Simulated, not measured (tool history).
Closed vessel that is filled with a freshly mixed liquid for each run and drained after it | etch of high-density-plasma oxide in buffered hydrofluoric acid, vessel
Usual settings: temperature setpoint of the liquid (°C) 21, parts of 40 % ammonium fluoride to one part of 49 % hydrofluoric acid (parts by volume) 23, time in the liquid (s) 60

run,day,temperature setpoint of the liquid (°C),parts of 40 % ammonium fluoride to one part of 49 % hydrofluoric acid (parts by volume),time in the liquid (s),"read-back film thickness of the high-density-plasma oxide reference wafer, read on the same gauge (nm)",thickness taken off the high-density-plasma oxide on a monitor wafer (Å)
1,0,21,23,60,119.99,265.9
2,0.488,21,16,60,119.99,352.1
3,0.862,21,23,60,120.02,267.1
4,1.225,21,23,60,119.98,267.1
5,1.817,21,23,60,120.01,266.9
6,2.496,21,23,60,120.04,265.8
7,3.15,21,23,60,119.94,265.4
8,3.512,21,23,60,119.97,266.7
# day 3.571: thermometer replaced
# day 3.788: gauge calibrated
9,4.196,21,23,60,120.03,266.1
10,4.642,21,23,60,120,266.1
11,5.221,21,23,60,120,264.3
12,5.817,21,23,60,119.99,264.7
13,6.2,21,23,85,120,374.6
14,6.742,25,23,60,119.99,331.4
15,7.467,21,23,85,119.98,375.3
# day 8.092: hydrofluoric acid flow meter replaced
16,8.133,19.5,23,90,120.02,399.5
17,8.867,18.5,28.5,80,120.02,290.4
18,9.425,17,23,50,120.01,192.8
19,10.129,21,23,60,120.01,290.4
20,10.396,25,23,60,119.98,360.1
21,11.142,23,14.5,70,119.98,571.2
22,11.779,24.5,19.5,85,120.01,559
23,12.412,21,14.5,50,119.99,362.6
24,12.975,21,16,95,120.01,629.7
25,13.671,17,20.5,40,120,167.1
26,14.417,21,23,60,120.02,289.9
27,14.958,17,15.5,80,119.97,432.1
28,15.629,19,23,95,120,409.9
29,16.279,21,23,60,120,287.7
30,16.858,21,23,60,120,289.6
31,17.383,21,23,85,120.02,412.8
# day 17.479: gauge calibrated
32,17.642,26,26,40,120.01,233

3 ways to go on from here, each from the tool as it stands after run 32. What would each give?
A,17.671,17,23,60,?,?
B,17.671,24.5,18.5,40,?,?
C,17.671,18,23,60,?,?

run,"read-back film thickness of the high-density-plasma oxide reference wafer, read on the same gauge (nm)",thickness taken off the high-density-plasma oxide on a monitor wafer (Å)
A,119.98,230.4
B,119.98,276.2
C,119.98,243.9
Without the tool's hidden state the same runs would have given:
run,thickness taken off the high-density-plasma oxide on a monitor wafer (Å)
A,233.4
B,281.5
C,247.2
